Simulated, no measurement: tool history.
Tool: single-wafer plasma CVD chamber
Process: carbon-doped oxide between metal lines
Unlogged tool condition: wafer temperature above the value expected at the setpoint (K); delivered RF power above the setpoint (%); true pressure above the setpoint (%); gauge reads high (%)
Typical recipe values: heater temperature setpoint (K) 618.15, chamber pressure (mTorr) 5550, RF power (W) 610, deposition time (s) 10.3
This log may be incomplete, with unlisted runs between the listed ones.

run	day	heater temperature setpoint (K)	chamber pressure (mTorr)	RF power (W)	deposition time (s)	wafers since the last listed run	hours since the last thermocouple change	hours since the last RF generator calibration	hours since the last manometer calibration	hours since the showerhead was replaced	hours since the gauge calibration	read-back reference wafer on the same gauge, thickness_nm	mean film thickness on the monitor wafer (angstrom)
1	0	618.15	5550	610	10.3	0	1878.3	1352.2	1596	5971.9	70.1	59.201	611.29
2	0.433	618.15	4860	610	10.3	163	1888.7	1362.6	1606.4	5982.3	80.5	59.204	604.54
3	0.862	623.15	6460	610	10.3	162	1899	1372.9	1616.7	5992.6	90.8	59.21	607.52
4	1.125	618.15	5550	610	10.3	99	1905.3	1379.2	1623	5998.9	97.1	59.2	612.38
5	1.521	618.15	5550	610	10.3	149	1914.8	1388.7	1632.5	6008.4	106.6	59.187	612.94
6	1.892	618.15	5550	610	10.3	140	1923.7	1397.6	1641.4	6017.3	115.5	59.174	611.88
# day 2.554: RF generator calibrated
7	2.575	618.15	5550	610	10.3	132	1940.1	0.5	1657.8	6033.7	131.9	59.199	651.41
8	2.717	618.15	5550	610	10.3	53	1943.5	3.9	1661.2	6037.1	135.3	59.221	651.32
9	3.271	618.15	5550	610	10.3	209	1956.8	17.2	1674.5	6050.4	148.6	59.22	649.72
# day 3.892: gauge calibrated
# day 4.658: capacitance manometer re-zeroed and calibrated
# day 4.862: showerhead replaced
10	4.883	618.15	6020	610	10.3	406	1995.5	55.9	5.4	0.5	23.8	59.183	651.04
11	4.896	618.15	5550	610	8.4	4	1995.8	56.2	5.7	0.8	24.1	59.204	528.58
# day 5.288: thermocouple changed; heater temperature recalibrated
12	5.579	618.15	5550	610	10.3	132	7	72.6	22.1	17.2	40.5	59.187	646.23
13	6.046	630.15	4890	705	8.4	176	18.2	83.8	33.3	28.4	51.7	59.211	551.26
14	6.383	618.15	5550	710	8.4	127	26.3	91.9	41.4	36.5	59.8	59.185	579.4
15	6.821	606.15	5550	610	10.3	165	36.8	102.4	51.9	47	70.3	59.196	673.37

Run by run, hidden condition taken away, random variation retained:
run	mean film thickness on the monitor wafer (angstrom)
1	652.23
2	645.07
3	648.29
4	653.5
5	654.14
6	653.04
7	653.88
8	654.06
9	653.51
10	657.74
11	534.03
12	654.05
13	558.44
14	587.42
15	683.62

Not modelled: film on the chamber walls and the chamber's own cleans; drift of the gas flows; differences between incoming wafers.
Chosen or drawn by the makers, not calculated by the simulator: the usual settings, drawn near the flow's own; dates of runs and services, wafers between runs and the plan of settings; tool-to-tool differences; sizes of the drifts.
